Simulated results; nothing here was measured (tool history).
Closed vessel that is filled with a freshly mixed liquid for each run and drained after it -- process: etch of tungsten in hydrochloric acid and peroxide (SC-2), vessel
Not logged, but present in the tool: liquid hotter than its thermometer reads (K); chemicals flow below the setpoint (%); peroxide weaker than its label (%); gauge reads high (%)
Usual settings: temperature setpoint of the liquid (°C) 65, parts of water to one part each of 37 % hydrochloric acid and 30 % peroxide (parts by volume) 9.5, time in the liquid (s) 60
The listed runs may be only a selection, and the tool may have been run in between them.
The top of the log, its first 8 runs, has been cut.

run,hour,temperature setpoint of the liquid (°C),parts of water to one part each of 37 % hydrochloric acid and 30 % peroxide (parts by volume),time in the liquid (s),wafers since the last listed run,hours since the thermometer was replaced,hours since the chemicals flow meter was replaced,hours since the drum of peroxide was connected,hours since the gauge calibration,"read-back film thickness of the tungsten reference wafer, read on the same gauge (nm)",thickness taken off the tungsten on a monitor wafer (Å)
9,243.6,65,9.5,60,2007,1200.8,110.5,58.7,878.5,51.65,202.8
10,270.2,58,9.5,70,3159,1227.4,137.1,85.3,905.1,51.66,152.7
11,285.9,65,8,60,1864,1243.1,152.8,101,920.8,51.77,230.4
12,305.6,60,13.5,80,2339,1262.8,172.5,120.7,940.5,51.83,149.1
# hour 316.2: gauge calibrated
13,323.5,61.5,12,45,2125,1280.7,190.4,138.6,7.3,49.59,96
14,338.6,62,9.5,60,1793,1295.8,205.5,153.7,22.4,49.58,160.7
15,358.6,72,13,50,2375,1315.8,225.5,173.7,42.4,49.68,189.4
16,379.3,65,13.5,60,2458,1336.5,246.2,194.4,63.1,49.69,145.3
17,411.5,56,6.5,60,3824,1368.7,278.4,226.6,95.3,49.76,150.8
18,444.1,65,5,35,3871,1401.3,311,259.2,127.9,49.83,186.2
19,465,65,9.5,60,2482,1422.2,331.9,280.1,148.8,49.85,195.8
# hour 489.8: thermometer replaced
20,497.6,55.5,14.5,60,3753,7.8,364.5,312.7,181.4,49.93,76.1
21,513.7,72,11,60,1912,23.9,380.6,328.8,197.5,49.97,264.9
22,542.2,55,12.5,70,3384,52.4,409.1,357.3,226,50.03,96.4
23,554.9,65,6.5,85,1508,65.1,421.8,370,238.7,50.03,377.6
24,589.4,65,9.5,60,4097,99.6,456.3,404.5,273.2,50.09,195.6
25,604.4,65,9.5,60,1781,114.6,471.3,419.5,288.2,50.13,194.9
26,633.1,58,8,40,3408,143.3,500,448.2,316.9,50.2,98.4
27,647.4,69,11.5,45,1698,157.6,514.3,462.5,331.2,50.2,161.2
# hour 673.5: new drum of peroxide connected
28,708.9,57.5,9.5,50,7185,219.1,575.8,35.4,392.7,50.35,103.3
29,730.7,65,7.5,60,2589,240.9,597.6,57.2,414.5,50.38,235.8
30,744.7,65,9.5,60,1662,254.9,611.6,71.2,428.5,50.43,197
31,773.5,56,6.5,60,3420,283.7,640.4,100,457.3,50.48,153.5

3 ways to go on from here, each from the tool as it stands after run 31. What would each give?
A,774.2,65,9.5,60,83,284.4,641.1,100.7,458,?,?
B,774.2,57.5,5,60,83,284.4,641.1,100.7,458,?,?
C,774.2,55.5,7,30,83,284.4,641.1,100.7,458,?,?

run,"read-back film thickness of the tungsten reference wafer, read on the same gauge (nm)",thickness taken off the tungsten on a monitor wafer (Å)
A,50.48,199.9
B,50.48,205.9
C,50.48,70.4
Stripped of hidden state, with their random variation kept, the same runs would have yielded:
run,thickness taken off the tungsten on a monitor wafer (Å)
A,198
B,203.9
C,69.8

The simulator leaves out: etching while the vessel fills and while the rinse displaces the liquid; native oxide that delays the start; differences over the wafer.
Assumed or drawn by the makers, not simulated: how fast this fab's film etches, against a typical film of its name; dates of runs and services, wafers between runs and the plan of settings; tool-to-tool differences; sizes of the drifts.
